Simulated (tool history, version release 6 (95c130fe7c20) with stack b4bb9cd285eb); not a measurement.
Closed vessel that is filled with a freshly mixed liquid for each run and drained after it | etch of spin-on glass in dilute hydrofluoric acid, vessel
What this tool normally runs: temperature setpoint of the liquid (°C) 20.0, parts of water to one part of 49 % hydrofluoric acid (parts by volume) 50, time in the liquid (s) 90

run	day	temperature setpoint of the liquid (°C)	parts of water to one part of 49 % hydrofluoric acid (parts by volume)	time in the liquid (s)	wafers since the last listed run	hours since the thermometer was replaced	hours since the hydrofluoric acid flow meter was replaced	hours since the gauge calibration	read-back film thickness of the spin-on glass reference wafer, read on the same gauge (nm)	thickness taken off the spin-on glass on a monitor wafer (angstrom)
1	0.000	20.0	50	90	0	764.3	948.2	555.6	107.66	459.8
2	2.750	20.0	50	90	6955	830.3	1014.2	621.6	107.31	462.3
3	5.246	22.0	50	90	6312	890.2	1074.1	681.5	106.97	499.1
4	6.600	22.0	50	90	3424	922.7	1106.6	714.0	106.74	505.1
5	7.783	20.0	50	90	2992	951.1	1135.0	742.4	106.56	456.7
6	9.092	20.0	50	90	3308	982.5	1166.4	773.8	106.32	458.6
7	10.933	20.0	50	90	4657	1026.7	1210.6	818.0	106.06	455.4
8	12.279	20.0	50	90	3403	1059.0	1242.9	850.3	105.77	459.7
9	14.238	20.0	50	90	4952	1106.0	1289.9	897.3	105.39	445.9
10	16.129	20.0	50	90	4784	1151.4	1335.3	942.7	105.01	448.0
# day 17.446: gauge calibrated
11	18.600	20.0	50	90	6249	1210.7	1394.6	27.7	110.63	474.2
12	21.417	20.0	50	90	7123	1278.3	1462.2	95.3	110.62	481.0
# day 21.750: hydrofluoric acid flow meter replaced
13	23.446	20.0	50	90	5026	1327.0	40.7	144.0	110.57	473.3
14	24.729	20.0	50	90	3245	1357.8	71.5	174.8	110.55	473.5
15	25.767	20.0	50	115	2623	1382.7	96.4	199.7	110.52	602.3
16	28.233	20.0	70	60	6238	1441.9	155.6	258.9	110.38	220.7
17	29.583	21.5	50	60	3414	1474.3	188.0	291.3	110.28	332.6
# day 30.117: thermometer replaced
18	31.271	20.0	50	90	4162	27.7	228.5	331.8	110.17	474.1
19	32.767	20.0	50	90	3783	63.6	264.4	367.7	110.06	473.0
20	35.075	20.0	60	125	5838	119.0	319.8	423.1	109.87	540.4
21	37.958	21.5	50	115	7292	188.2	389.0	492.3	109.58	640.2
22	40.062	20.0	50	90	5321	238.7	439.5	542.8	109.28	467.6
23	41.562	20.0	50	140	3793	274.7	475.5	578.8	109.11	730.3
24	42.829	18.5	70	90	3203	305.1	505.9	609.2	108.97	303.1
25	44.046	17.0	75	65	3077	334.3	535.1	638.4	108.81	193.7
26	46.238	20.0	50	90	5542	386.9	587.7	691.0	108.49	464.1
27	48.158	20.0	50	35	4858	433.0	633.8	737.1	108.17	183.3

Run by run, hidden condition taken away, random variation retained:
Hidden state present: liquid hotter than its thermometer reads (K); hydrofluoric acid flow above the setpoint (%); gauge reads high (%).
run	thickness taken off the spin-on glass on a monitor wafer (angstrom)
1	469.7
2	473.9
3	513.3
4	520.5
5	471.4
6	474.4
7	472.5
8	478.1
9	465.4
10	469.4
11	471.4
12	478.3
13	470.8
14	471.2
15	599.6
16	220.0
17	331.7
18	473.4
19	472.8
20	541.1
21	642.8
22	470.6
23	736.1
24	306.0
25	195.8
26	470.7
27	186.4
